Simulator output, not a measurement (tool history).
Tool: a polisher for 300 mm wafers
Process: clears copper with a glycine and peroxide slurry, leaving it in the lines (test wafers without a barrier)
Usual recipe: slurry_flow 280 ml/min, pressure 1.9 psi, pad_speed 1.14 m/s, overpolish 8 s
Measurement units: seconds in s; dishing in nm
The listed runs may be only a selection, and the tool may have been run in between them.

run	hour	slurry_flow	pressure	pad_speed	overpolish	wafers since the last listed run	wafers polished on this pad	hours since the slurry nozzle was cleaned	hours since the head pressure was calibrated	incoming thickness of the incoming film, nm	seconds	dishing
1	0.0	280	1.9	1.14	8	0	1077	207.4	1287.3	487.7	118.1	23.1
# hour 4.2: slurry nozzle cleaned
2	17.1	280	1.9	1.14	8	119	1197	12.9	1304.4	473.6	102.6	24.9
# hour 23.2: worn pad replaced by a new one
3	31.5	280	1.9	1.14	8	77	61	27.3	1318.8	483.9	109.4	23.9
4	40.1	330	1.9	1.14	8	64	125	35.9	1327.4	481.4	108.3	25.1
5	54.6	280	1.9	1.14	8	107	233	50.4	1341.9	480.4	111.6	23.8
6	70.2	280	1.9	1.14	8	116	349	66.0	1357.5	478.4	112.8	23.6
7	83.9	280	1.9	1.14	8	101	451	79.7	1371.2	480.5	112.1	22.9
8	93.0	280	1.9	1.14	8	67	519	88.8	1380.3	475.9	111.1	23.9
9	110.5	280	1.9	0.90	8	130	649	106.3	1397.8	472.8	133.6	20.4
10	124.4	280	1.9	1.14	8	103	752	120.2	1411.7	477.1	115.7	23.4
11	134.2	280	1.9	1.14	8	72	825	130.0	1421.5	480.1	113.8	22.7
12	143.6	315	1.9	1.14	8	69	895	139.4	1430.9	475.1	110.4	23.0
13	150.1	315	1.9	1.14	8	48	944	145.9	1437.4	477.6	109.6	23.5
14	163.6	315	1.9	1.14	8	100	1044	159.4	1450.9	481.5	113.1	23.7
# hour 171.0: head pressure recalibrated
15	177.3	280	1.9	1.14	8	87	1131	173.1	6.3	472.9	112.8	23.1
16	183.4	280	1.9	1.14	8	45	1177	179.2	12.4	479.4	115.6	23.3
17	191.0	280	1.9	1.14	8	56	1233	186.8	20.0	474.0	113.3	23.0
18	207.4	280	1.9	1.14	12	122	1355	203.2	36.4	474.5	112.6	32.6
# hour 211.3: slurry nozzle cleaned
# hour 227.6: worn pad replaced by a new one
19	228.1	200	1.3	0.74	11	116	4	16.8	57.1	487.2	182.2	20.8
20	236.9	340	2.5	1.14	8	65	69	25.6	65.9	475.6	86.5	29.2
21	246.6	335	1.5	1.14	4	72	141	35.3	75.6	481.0	118.7	11.9
22	257.5	280	1.9	1.14	8	81	222	46.2	86.5	475.7	105.1	25.1
23	267.0	345	1.9	1.30	12	70	293	55.7	96.0	478.6	95.5	38.2
24	281.3	280	1.9	1.14	8	106	399	70.0	110.3	481.4	110.0	23.1
25	287.6	280	1.9	1.04	8	46	446	76.3	116.6	481.3	115.7	22.4
26	294.2	305	2.3	1.14	8	49	495	82.9	123.2	477.1	97.7	26.7
27	302.0	280	1.6	1.26	8	58	554	90.7	131.0	482.3	112.2	24.0
28	317.5	280	1.9	1.14	8	115	669	106.2	146.5	487.6	111.3	23.7
29	334.3	280	1.9	1.46	5	125	794	123.0	163.3	479.2	92.2	18.8
30	340.7	185	1.9	1.14	4	47	842	129.4	169.7	482.8	123.6	11.6
31	357.9	280	1.3	0.80	8	128	970	146.6	186.9	475.5	168.9	15.9
32	373.1	200	1.9	1.14	8	113	1083	161.8	202.1	470.8	118.0	21.5
33	379.4	280	2.3	1.14	8	46	1130	168.1	208.4	480.8	102.4	25.2
# hour 391.6: worn pad replaced by a new one
# hour 397.1: slurry nozzle cleaned
34	397.6	280	1.9	1.14	8	98	37	0.5	226.6	473.6	104.1	26.1
35	405.4	370	1.9	1.38	8	58	95	8.3	234.4	470.2	87.3	29.4

Alternative continuations, all from the tool just after run 35; predict every row:
A	405.9	280	1.9	1.14	8	3	99	8.8	234.9	476.8	?	?
B	405.9	280	1.4	1.14	8	3	99	8.8	234.9	476.8	?	?
C	405.9	280	1.4	1.14	13	3	99	8.8	234.9	476.8	?	?
D	405.9	280	1.9	1.48	8	3	99	8.8	234.9	476.8	?	?

run	seconds	dishing
A	104.9	25.2
B	122.5	21.8
C	122.5	33.2
D	86.1	29.7
Without the tool's unlogged condition, the same runs would have read:
run	seconds	dishing
A	103.5	25.5
B	120.9	22.1
C	120.9	33.6
D	84.9	30.1
